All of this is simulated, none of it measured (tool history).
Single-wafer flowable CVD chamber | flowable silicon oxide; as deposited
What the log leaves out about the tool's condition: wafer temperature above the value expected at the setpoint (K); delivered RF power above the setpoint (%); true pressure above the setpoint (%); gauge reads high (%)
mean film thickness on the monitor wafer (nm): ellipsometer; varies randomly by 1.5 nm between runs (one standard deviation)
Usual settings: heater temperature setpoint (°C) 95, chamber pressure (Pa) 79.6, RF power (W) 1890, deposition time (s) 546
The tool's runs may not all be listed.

run	hour	heater temperature setpoint (°C)	chamber pressure (Pa)	RF power (W)	deposition time (s)	wafers since the last listed run	hours since the last thermocouple change	hours since the last RF generator calibration	hours since the last manometer calibration	hours since the showerhead was replaced	hours since the gauge calibration	read-back reference wafer on the same gauge, thickness_nm	mean film thickness on the monitor wafer (nm)
1	0.0	95	79.6	1890	546	0	2490.7	451.8	2076.5	5276.7	1069.5	239.856	255.672
2	45.1	95	79.6	1890	546	143	2535.8	496.9	2121.6	5321.8	1114.6	239.689	257.195
3	91.7	89	79.6	1890	546	148	2582.4	543.5	2168.2	5368.4	1161.2	239.982	308.324
4	142.5	89	79.6	1890	546	162	2633.2	594.3	2219.0	5419.2	1212.0	239.911	306.236
# hour 163.0: thermocouple changed; heater temperature recalibrated
5	188.9	95	95.2	1890	546	122	25.9	640.7	2265.4	5465.6	1258.4	239.936	307.665
6	257.1	95	95.2	1890	546	217	94.1	708.9	2333.6	5533.8	1326.6	240.042	309.572
7	287.7	95	95.2	1890	546	97	124.7	739.5	2364.2	5564.4	1357.2	239.794	305.595
8	319.8	95	79.6	1890	546	102	156.8	771.6	2396.3	5596.5	1389.3	239.802	256.675
# hour 331.5: gauge calibrated
9	344.7	105	94.5	1890	546	79	181.7	796.5	2421.2	5621.4	13.2	240.007	222.343
10	426.8	84	79.6	1890	546	262	263.8	878.6	2503.3	5703.5	95.3	239.996	355.085
11	470.3	95	62.9	1890	546	138	307.3	922.1	2546.8	5747.0	138.8	239.802	205.493
# hour 493.9: capacitance manometer re-zeroed and calibrated
12	524.6	95	79.6	1890	546	147	361.6	976.4	30.7	5801.3	193.1	240.032	248.136
13	565.4	95	79.6	1890	546	130	402.4	1017.2	71.5	5842.1	233.9	240.309	248.095
14	633.8	95	79.6	1890	546	218	470.8	1085.6	139.9	5910.5	302.3	240.086	247.952
15	659.0	110	79.6	1890	448	80	496.0	1110.8	165.1	5935.7	327.5	240.231	128.735
16	705.4	95	88.5	1890	546	148	542.4	1157.2	211.5	5982.1	373.9	239.868	277.208
17	838.5	95	70.0	1890	546	424	675.5	1290.3	344.6	6115.2	507.0	240.243	219.091
18	880.2	95	93.3	1890	546	133	717.2	1332.0	386.3	6156.9	548.7	240.002	292.521
# hour 898.6: showerhead replaced, of another model than before
19	936.4	101	97.1	1890	546	153	773.4	1388.2	442.5	37.8	604.9	240.078	243.787
# hour 1006.1: RF generator calibrated
20	1029.3	95	79.6	1890	546	271	866.3	23.2	535.4	130.7	697.8	240.101	249.419
21	1092.5	95	66.5	1890	546	201	929.5	86.4	598.6	193.9	761.0	240.268	219.310
22	1216.9	95	98.1	1890	546	397	1053.9	210.8	723.0	318.3	885.4	240.313	293.703
23	1241.1	101	63.3	2040	476	77	1078.1	235.0	747.2	342.5	909.6	239.803	156.857
24	1278.1	101	79.6	1610	516	118	1115.1	272.0	784.2	379.5	946.6	239.888	190.361
25	1329.0	95	97.9	1890	577	162	1166.0	322.9	835.1	430.4	997.5	239.965	308.877
26	1355.0	95	79.6	1890	546	83	1192.0	348.9	861.1	456.4	1023.5	239.862	250.982
27	1458.9	95	90.3	1680	546	331	1295.9	452.8	965.0	560.3	1127.4	239.961	271.225
28	1509.7	85	98.1	1890	624	162	1346.7	503.6	1015.8	611.1	1178.2	240.098	449.843

Consider 4 possible next runs. They are alternatives, not a sequence: every one starts from the tool as it was left by run 28. What does each give?
A	1510.3	95	79.6	1890	622	1	1347.3	504.2	1016.4	611.7	1178.8	?	?
B	1510.3	87	79.6	1890	546	1	1347.3	504.2	1016.4	611.7	1178.8	?	?
C	1510.3	85	79.6	1890	546	1	1347.3	504.2	1016.4	611.7	1178.8	?	?
D	1510.3	95	67.5	1890	648	1	1347.3	504.2	1016.4	611.7	1178.8	?	?

run	read-back reference wafer on the same gauge, thickness_nm	mean film thickness on the monitor wafer (nm)
A	239.915	284.288
B	239.915	316.164
C	239.915	333.833
D	239.915	261.913
Had the tool no hidden state, the same runs would have come out as:
run	mean film thickness on the monitor wafer (nm)
A	280.986
B	312.492
C	329.956
D	258.872
